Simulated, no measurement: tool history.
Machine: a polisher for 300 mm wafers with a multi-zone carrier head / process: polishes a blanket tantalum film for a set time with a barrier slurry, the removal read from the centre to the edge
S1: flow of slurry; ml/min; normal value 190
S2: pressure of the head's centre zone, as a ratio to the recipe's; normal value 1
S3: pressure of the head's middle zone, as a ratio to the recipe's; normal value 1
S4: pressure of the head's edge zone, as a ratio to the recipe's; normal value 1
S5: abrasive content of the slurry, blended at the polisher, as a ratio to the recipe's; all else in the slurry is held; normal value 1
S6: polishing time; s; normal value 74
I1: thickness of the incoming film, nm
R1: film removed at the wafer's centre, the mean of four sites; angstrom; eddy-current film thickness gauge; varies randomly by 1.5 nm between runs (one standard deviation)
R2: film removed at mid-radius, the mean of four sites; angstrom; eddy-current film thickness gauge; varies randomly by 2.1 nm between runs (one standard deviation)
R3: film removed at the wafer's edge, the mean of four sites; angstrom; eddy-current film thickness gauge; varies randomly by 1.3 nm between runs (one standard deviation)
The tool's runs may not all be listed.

run,hour,S1,S2,S3,S4,S5,S6,I1,R1,R2,R3
1,0,190,1,1,1,1,74,447.6,1603,1591,1621
2,31.1,190,1,1,1,1,74,451.8,1618,1620,1604
# hour 36.3: worn pad replaced by a new one
3,70.8,190,1,1.09,1,1,74,455.1,1566,1673,1620
# hour 126.2: edge zone pressure recalibrated
4,141.4,190,0.9,1,1,1,74,451.5,1373,1538,1579
# hour 149.7: slurry nozzle cleaned
# hour 157.8: centre zone pressure recalibrated
5,183.3,190,1,1,1.06,1,74,451.1,1683,1709,1749
# hour 237.4: carrier head's membrane replaced by a new one
6,237.9,190,1,1,1,1,74,455.7,1678,1666,1647
7,288.1,190,0.9,0.91,1,1,74,453.9,1496,1547,1670
8,320.6,190,1,0.96,1.06,1,74,445.5,1677,1614,1723
9,357.6,155,1,1,1,1,51,451,1141,1137,1120
# hour 395.2: worn pad replaced by a new one
10,411.5,250,1.07,1.09,1,1,74,452.7,1860,1789,1699
11,476.4,190,0.88,1,1,1,74,453.7,1427,1672,1630
# hour 501.9: centre zone pressure recalibrated
12,529,155,0.95,1,1,1,74,442.5,1513,1577,1598
13,556.3,245,1,1,1,1,74,451.4,1688,1682,1680
14,595.6,190,0.97,1.1,0.94,1,74,454.3,1579,1733,1562
15,654.2,190,1,1,1,1,74,450.3,1580,1583,1611
# hour 665.8: slurry nozzle cleaned
16,683.3,190,0.89,1,1,1,74,449.5,1508,1665,1672
17,735.4,190,1,1.1,1,0.7,74,447.1,1526,1652,1511
18,784.9,160,1,1,1,1,74,452.8,1654,1619,1615
# hour 800.1: edge zone pressure recalibrated
# hour 803.7: worn pad replaced by a new one
19,833.3,190,1,1,1,1,74,453.3,1644,1647,1677
20,883,190,1,1,1,1,74,451.5,1679,1655,1653
# hour 898.9: centre zone pressure recalibrated
21,919.6,250,1,1,1.09,0.7,74,454,1585,1564,1614
22,965.3,155,1,1,1,1,51,455.1,1121,1099,1118

Below are 3 alternative next runs, each starting from the tool's condition after run 22. Predict each:
A,965.7,190,1,1,0.9,1,74,443.9,?,?,?
B,965.7,190,1,1,1.04,1.2,74,443.9,?,?,?
C,965.7,190,1,0.9,1,1,60,443.9,?,?,?

run,R1,R2,R3
A,1667,1674,1566
B,1738,1745,1749
C,1351,1249,1336
What these runs would have given with no unlogged condition in the tool:
run,R1,R2,R3
A,1694,1698,1583
B,1767,1770,1768
C,1373,1267,1351
